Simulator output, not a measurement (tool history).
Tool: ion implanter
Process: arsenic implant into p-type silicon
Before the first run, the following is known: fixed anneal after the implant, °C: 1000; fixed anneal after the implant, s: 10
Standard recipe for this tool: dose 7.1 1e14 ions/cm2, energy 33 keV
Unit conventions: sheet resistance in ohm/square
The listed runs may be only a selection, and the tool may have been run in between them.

run	hour	dose	energy	read-back reference wafer on the same gauge, sheet resistance	sheet resistance
1	0	7.1	33	144.01	134.19
2	43.1	8.02	29.5	144	126.55
3	91.8	8.02	29.5	143.93	126.78
4	193	7.1	33	143.97	134.16
5	229.8	7.1	33	143.91	134.5
6	328.7	7.1	33	144.03	133.79
7	413.5	7.1	33	144.03	133.84
8	466	5.48	29.5	144	164.08
9	578	5.48	29.5	143.95	165.55
10	631.6	5.48	29.5	144.02	164.93
11	714.9	6.06	33	144.04	149.77
12	756.9	7.1	33	143.99	133.75
13	846	7.1	33	144.02	133.42
14	906.1	7.1	33	143.91	133.2
15	1013.2	7.1	33	144.08	132.86
16	1117.8	7.1	37	144	130.08
17	1194.7	7.1	33	143.97	133.99
18	1236.3	8.36	29.5	143.97	122.52
19	1280.5	7.1	33	144.02	132.95
20	1374.5	7.1	33	143.96	133.15
21	1438.2	8.54	28.5	143.96	121.74
22	1529.3	8.01	38.5	143.95	118.58
23	1591.5	5.65	22	143.99	168.5
# hour 1673.2: extraction supply calibrated
# hour 1699.6: gauge calibrated
24	1877	8.41	44.5	144	110.85
25	1924.8	6.47	36	144.02	139.73
26	2018.1	7.1	22.5	143.99	145.08
# hour 2163.9: Faraday cup replaced and dose calibrated
27	2181.8	7.1	23.5	144.04	146.02
28	2395.6	8.82	24.5	144.01	126.77
29	2701.5	7.1	33	144.01	134.01
30	2791.9	7.1	33	144.04	133.95
31	2838.1	5.48	29.5	144.04	165.04
32	2889.8	5.27	22	144.02	178.04
33	2990.2	8.44	38	144.02	114.85
34	3042.6	7.1	24	144.02	143.88

Per-run results on a tool with no hidden state, each run keeping its own random variation:
What the log doesn't record here: deviation of the true dose from the Faraday cup's reading, %; deviation of the true energy from its setpoint, %; gauge reads high (%).
run	sheet resistance
1	135.05
2	127.36
3	127.67
4	135.34
5	135.74
6	135.16
7	135.3
8	165.97
9	167.59
10	167.02
11	151.77
12	135.52
13	135.24
14	135.05
15	134.77
16	132.05
17	135.99
18	124.17
19	134.97
20	135.21
21	123.38
22	120.44
23	171.01
24	112.67
25	142.1
26	147.14
27	145.95
28	127.1
29	134.99
30	135.04
31	166.47
32	179.58
33	115.94
34	145.17

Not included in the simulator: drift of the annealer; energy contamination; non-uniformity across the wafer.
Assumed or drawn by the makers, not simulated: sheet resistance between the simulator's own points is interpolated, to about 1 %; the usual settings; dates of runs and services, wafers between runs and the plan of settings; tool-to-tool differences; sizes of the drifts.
